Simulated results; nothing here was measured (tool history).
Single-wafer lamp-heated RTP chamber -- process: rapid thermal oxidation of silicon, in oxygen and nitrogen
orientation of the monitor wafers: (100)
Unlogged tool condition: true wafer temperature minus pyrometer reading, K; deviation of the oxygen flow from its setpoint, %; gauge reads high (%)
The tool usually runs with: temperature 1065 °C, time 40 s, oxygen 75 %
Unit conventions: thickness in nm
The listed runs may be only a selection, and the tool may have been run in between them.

run   hour  temperature  time  oxygen  wafers since the last listed run  wafers since the last pyrometer calibration  hours since the oxygen flow controller was replaced  hours since the gauge calibration  read-back reference wafer on the same gauge, thickness  thickness
  1    0.0         1065    55      75                                 0                                         4810                                               4064.0                              114.7                                                   8.293      9.054
  2   19.9         1065    55      75                               106                                         4916                                               4083.9                              134.6                                                   8.275      9.111
  3   54.3         1065    55      75                               183                                         5100                                               4118.3                              169.0                                                   8.295      9.090
  4   68.9         1065    40      75                                78                                         5178                                               4132.9                              183.6                                                   8.284      7.853
  5   98.8         1065    33      75                               159                                         5338                                               4162.8                              213.5                                                   8.285      7.251
  6  110.9         1065    40      75                                64                                         5403                                               4174.9                              225.6                                                   8.286      7.962
  7  140.0         1065    40      75                               155                                         5558                                               4204.0                              254.7                                                   8.290      7.930
  8  160.8         1065    40      75                               111                                         5669                                               4224.8                              275.5                                                   8.271      7.937
  9  184.6         1065    40      75                               127                                         5797                                               4248.6                              299.3                                                   8.299      7.882
 10  200.9         1065    40      75                                87                                         5884                                               4264.9                              315.6                                                   8.285      7.888
 11  218.1         1057    40      75                                91                                         5976                                               4282.1                              332.8                                                   8.286      7.561
 12  250.8         1057    40      75                               174                                         6151                                               4314.8                              365.5                                                   8.281      7.627
 13  268.0         1057    40      75                                91                                         6243                                               4332.0                              382.7                                                   8.313      7.512
 14  289.8         1065    40      75                               116                                         6359                                               4353.8                              404.5                                                   8.285      8.004
 15  307.1         1065    40      75                                92                                         6452                                               4371.1                              421.8                                                   8.286      7.917
 16  340.3         1065    40      75                               177                                         6629                                               4404.3                              455.0                                                   8.280      7.967
 17  366.2         1065    40      75                               138                                         6768                                               4430.2                              480.9                                                   8.295      8.023
 18  380.1         1065    40      75                                74                                         6842                                               4444.1                              494.8                                                   8.284      8.040
 19  406.0         1065    40      75                               138                                         6980                                               4470.0                              520.7                                                   8.285      7.987
 20  435.2         1081    49      90                               156                                         7137                                               4499.2                              549.9                                                   8.284     10.304
     457.8  -- oxygen flow controller replaced
 21  466.0         1056    40      75                               121                                         7258                                                  8.2                              580.7                                                   8.283      7.579
 22  499.0         1065    59      63                               176                                         7435                                                 41.2                              613.7                                                   8.298      8.961
 23  515.2         1079    40      75                                86                                         7522                                                 57.4                              629.9                                                   8.297      8.739
     527.9  -- pyrometer window cleaned and pyrometer calibrated
 24  536.7         1087    24      50                                72                                           47                                                 78.9                              651.4                                                   8.288      6.187
 25  557.3         1065    55      75                               110                                          157                                                 99.5                              672.0                                                   8.298      8.785
 26  584.7         1043    48      98                               146                                          303                                                126.9                              699.4                                                   8.294      7.948
     599.7  -- gauge calibrated
 27  607.2         1065    40      75                               120                                          424                                                149.4                                7.5                                                   8.302      7.680
 28  622.8         1065    49      96                                83                                          507                                                165.0                               23.1                                                   8.303      9.176
 29  649.3         1037    40      75                               141                                          649                                                191.5                               49.6                                                   8.302      6.368
 30  675.9         1065    40      75                               142                                          791                                                218.1                               76.2                                                   8.287      7.713
 31  693.3         1037    51      98                                93                                          884                                                235.5                               93.6                                                   8.284      7.770
 32  705.5         1093    32      51                                65                                          949                                                247.7                              105.8                                                   8.295      7.346
 33  735.4         1065    40      75                               159                                         1109                                                277.6                              135.7                                                   8.297      7.714
 34  773.1         1065    40      59                               201                                         1311                                                315.3                              173.4                                                   8.292      7.105
 35  788.9         1052    40      92                                84                                         1395                                                331.1                              189.2                                                   8.289      7.664
 36  808.4         1041    35      66                               104                                         1499                                                350.6                              208.7                                                   8.288      5.953
 37  831.7         1077    24      75                               124                                         1624                                                373.9                              232.0                                                   8.282      6.752
 38  844.5         1081    40      75                                68                                         1692                                                386.7                              244.8                                                   8.279      8.574

Branching from run 38: 3 alternative next runs. What would each branch give?
  A  845.0         1065    40      62                                 2                                         1695                                                387.2                              245.3                                                       ?          ?
  B  845.0         1065    30      75                                 2                                         1695                                                387.2                              245.3                                                       ?          ?
  C  845.0         1065    40      86                                 2                                         1695                                                387.2                              245.3                                                       ?          ?

run  read-back reference wafer on the same gauge, thickness  thickness
  A                                                   8.286      7.333
  B                                                   8.286      6.930
  C                                                   8.286      8.232
Without the tool's unlogged condition, the same runs would have read:
run  thickness
  A      7.239
  B      6.842
  C      8.126
